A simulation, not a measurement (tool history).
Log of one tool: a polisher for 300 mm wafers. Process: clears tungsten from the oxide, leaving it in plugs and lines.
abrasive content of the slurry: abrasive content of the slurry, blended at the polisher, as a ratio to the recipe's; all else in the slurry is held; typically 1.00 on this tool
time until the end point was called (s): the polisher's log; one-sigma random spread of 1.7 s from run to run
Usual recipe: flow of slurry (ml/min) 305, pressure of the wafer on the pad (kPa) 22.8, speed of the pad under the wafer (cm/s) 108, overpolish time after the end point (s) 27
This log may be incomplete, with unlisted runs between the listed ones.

| run | hour | flow of slurry (ml/min) | pressure of the wafer on the pad (kPa) | speed of the pad under the wafer (cm/s) | abrasive content of the slurry | overpolish time after the end point (s) | incoming thickness of the incoming film, nm | time until the end point was called (s) |
|---|---|---|---|---|---|---|---|---|
| 1 | 0.0 | 305 | 22.8 | 98 | 1.00 | 27 | 337.5 | 105.6 |
| 2 | 68.6 | 305 | 22.8 | 108 | 1.00 | 27 | 338.2 | 97.5 |
| 3 | 129.2 | 305 | 22.8 | 108 | 1.00 | 27 | 342.3 | 94.7 |
|  | 150.3 | worn pad replaced by a new one |
| 4 | 170.9 | 305 | 22.8 | 108 | 1.00 | 27 | 342.1 | 99.6 |
| 5 | 255.7 | 305 | 22.8 | 108 | 1.00 | 27 | 343.4 | 99.6 |
| 6 | 348.8 | 305 | 22.8 | 108 | 1.00 | 27 | 335.5 | 99.4 |
|  | 395.9 | slurry blender recalibrated |
|  | 405.7 | slurry tank refilled with fresh slurry and peroxide |
|  | 432.3 | slurry nozzle cleaned |
| 7 | 433.1 | 305 | 22.8 | 108 | 1.00 | 27 | 334.8 | 96.9 |
| 8 | 472.5 | 275 | 22.8 | 108 | 1.00 | 27 | 339.6 | 98.6 |
| 9 | 510.4 | 305 | 16.5 | 136 | 0.80 | 27 | 336.0 | 113.6 |
| 10 | 613.8 | 305 | 22.8 | 108 | 1.00 | 27 | 343.5 | 104.9 |
|  | 649.5 | worn pad replaced by a new one |
| 11 | 671.8 | 215 | 22.8 | 90 | 1.00 | 18 | 346.7 | 127.8 |
|  | 684.9 | head pressure recalibrated |
| 12 | 770.0 | 370 | 22.8 | 80 | 1.25 | 27 | 338.4 | 110.9 |
| 13 | 814.4 | 305 | 22.8 | 108 | 0.80 | 27 | 340.5 | 98.3 |
| 14 | 896.7 | 305 | 22.8 | 108 | 1.00 | 27 | 339.2 | 91.5 |
|  | 930.5 | slurry blender recalibrated |
| 15 | 967.6 | 305 | 22.8 | 84 | 1.30 | 27 | 339.5 | 112.0 |
|  | 1016.8 | slurry tank refilled with fresh slurry and peroxide |
| 16 | 1054.5 | 225 | 22.8 | 92 | 1.15 | 27 | 343.8 | 112.2 |
|  | 1061.6 | slurry nozzle cleaned |
| 17 | 1118.5 | 305 | 22.8 | 108 | 1.00 | 27 | 340.8 | 93.5 |
| 18 | 1202.0 | 400 | 30.3 | 124 | 1.00 | 27 | 343.2 | 61.8 |
|  | 1208.7 | worn pad replaced by a new one |
| 19 | 1271.7 | 360 | 22.8 | 108 | 1.30 | 42 | 337.0 | 90.3 |
| 20 | 1341.1 | 265 | 22.8 | 108 | 0.90 | 12 | 344.6 | 98.7 |
| 21 | 1419.6 | 305 | 22.8 | 132 | 1.00 | 27 | 337.4 | 80.8 |
|  | 1473.8 | slurry blender recalibrated |
| 22 | 1497.6 | 370 | 22.8 | 108 | 1.00 | 18 | 343.0 | 98.5 |
|  | 1512.0 | slurry tank refilled with fresh slurry and peroxide |
| 23 | 1577.6 | 305 | 19.3 | 132 | 1.30 | 27 | 342.7 | 88.3 |
| 24 | 1620.3 | 260 | 29.6 | 108 | 0.85 | 27 | 338.6 | 79.7 |
|  | 1649.6 | head pressure recalibrated |
| 25 | 1703.2 | 305 | 22.8 | 108 | 1.00 | 27 | 340.7 | 87.9 |

Hidden state or all else? Some run-to-run changes of time until the end point was called (s), split into what the settings, what came in and random variation would give without the hidden state, and what is left for the hidden state (with any gauge scatter that isn't in both results):
Hidden conditions of the tool in this case: removal rate lost through wear of the pad, %; slurry flow missing at the pad, %; deviation of the head's pressure from its setpoint, %; abrasive missing from the slurry, %; peroxide lost from the slurry, %.
Run 11 -> 12: flow of slurry (ml/min) 215 -> 370, speed of the pad under the wafer (cm/s) 90 -> 80, abrasive content of the slurry 1.00 -> 1.25, overpolish time after the end point (s) 18 -> 27, head pressure recalibrated. time until the end point was called (s) -16.9: hidden state -13.8, all else -3.1.
Run 17 -> 18: flow of slurry (ml/min) 305 -> 400, pressure of the wafer on the pad (kPa) 22.8 -> 30.3, speed of the pad under the wafer (cm/s) 108 -> 124. time until the end point was called (s) -31.7: hidden state -2.0, all else -29.7.
Run 18 -> 19: flow of slurry (ml/min) 400 -> 360, pressure of the wafer on the pad (kPa) 30.3 -> 22.8, speed of the pad under the wafer (cm/s) 124 -> 108, abrasive content of the slurry 1.00 -> 1.30, overpolish time after the end point (s) 27 -> 42, worn pad replaced by a new one. time until the end point was called (s) +28.5: hidden state +2.9, all else +25.6.
Run 24 -> 25: flow of slurry (ml/min) 260 -> 305, pressure of the wafer on the pad (kPa) 29.6 -> 22.8, abrasive content of the slurry 0.85 -> 1.00, head pressure recalibrated. time until the end point was called (s) +8.2: hidden state -5.5, all else +13.7.
